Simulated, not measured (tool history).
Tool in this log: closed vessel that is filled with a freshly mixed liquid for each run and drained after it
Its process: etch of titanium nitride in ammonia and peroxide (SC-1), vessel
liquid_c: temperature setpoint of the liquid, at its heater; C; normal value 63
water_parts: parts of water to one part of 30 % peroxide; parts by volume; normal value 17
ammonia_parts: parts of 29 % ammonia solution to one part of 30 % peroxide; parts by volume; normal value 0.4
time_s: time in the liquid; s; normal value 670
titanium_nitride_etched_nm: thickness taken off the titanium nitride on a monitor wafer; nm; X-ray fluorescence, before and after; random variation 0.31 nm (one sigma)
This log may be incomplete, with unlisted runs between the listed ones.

run,hour,liquid_c,water_parts,ammonia_parts,time_s,"read-back film thickness of the titanium nitride reference wafer, read on the same gauge (nm)",titanium_nitride_etched_nm
1,0,63,17,0.4,670,140,53.45
2,50.1,63,17,0.4,670,140,53.78
3,64.3,63,17,0.4,670,140.02,53.68
4,90,63,17,0.4,670,140.01,53.31
5,117.2,63,17,0.4,670,139.98,53.51
# hour 130.8: thermometer replaced
6,135,63,17,0.4,670,139.99,53.58
7,149.8,63,17,0.4,670,139.99,53.66
8,167,63,17,0.4,670,139.99,53.74
9,193.3,57,17,0.4,670,140,36.01
10,225.6,57,17,0.4,670,140,35.95
11,238.8,63,17,0.4,670,140,53.42
# hour 241: ammonia flow meter replaced
12,261.9,58,22,0.2,895,140,38.91
13,279.6,63,17,0.4,670,140.01,53.9
14,311.2,68,17,0.2,425,140.01,40.92
15,336.6,53,17,0.4,670,140.01,27.31
16,361.8,56,17,0.35,430,140.01,20.88
17,394.9,59,17,0.4,670,139.98,40.59
18,413.4,63,17,0.4,670,139.98,52.68
# hour 426.4: new drum of ammonia solution connected
19,440.7,70,17,0.4,670,140,84.29
20,453.8,70,17,0.5,670,139.99,88.42
# hour 463.3: gauge calibrated
21,487.5,63,17,0.4,670,139.99,54.17
22,562,68.5,22,0.4,880,140,86.75
23,592,63,17,0.4,670,140,54.02
24,618.6,69,20,0.35,900,140.01,93.93
25,652.3,53.5,13.5,0.4,670,139.98,32.5
26,672.7,54,24.5,0.55,670,140,25.77
27,688.2,55,17,0.25,670,140.01,28.89
28,721.5,63,17,0.55,820,140,69.85

A few steps of titanium_nitride_etched_nm between consecutive runs. Split each: what settings, incoming material and random variation would produce without the hidden state, and what is left over for the hidden state, along with gauge scatter present in only one of the two compared results (measured, and without hidden state):
The tool's hidden condition here consists of: liquid colder than its thermometer reads (K); ammonia flow above the setpoint (%); ammonia solution weaker than its label (%); gauge reads high (%).
Run 16 -> 17: liquid_c 56 -> 59, ammonia_parts 0.35 -> 0.4, time_s 430 -> 670. titanium_nitride_etched_nm +19.71 nm: hidden state -0.61, all else +20.32.
Run 18 -> 19: liquid_c 63 -> 70, new drum of ammonia solution connected. titanium_nitride_etched_nm +31.61 nm: hidden state +1.4, all else +30.21.
Run 24 -> 25: liquid_c 69 -> 53.5, water_parts 20 -> 13.5, ammonia_parts 0.35 -> 0.4, time_s 900 -> 670. titanium_nitride_etched_nm -61.43 nm: hidden state +0.58, all else -62.01.
Run 27 -> 28: liquid_c 55 -> 63, ammonia_parts 0.25 -> 0.55, time_s 670 -> 820. titanium_nitride_etched_nm +40.96 nm: hidden state -0.6, all else +41.56.

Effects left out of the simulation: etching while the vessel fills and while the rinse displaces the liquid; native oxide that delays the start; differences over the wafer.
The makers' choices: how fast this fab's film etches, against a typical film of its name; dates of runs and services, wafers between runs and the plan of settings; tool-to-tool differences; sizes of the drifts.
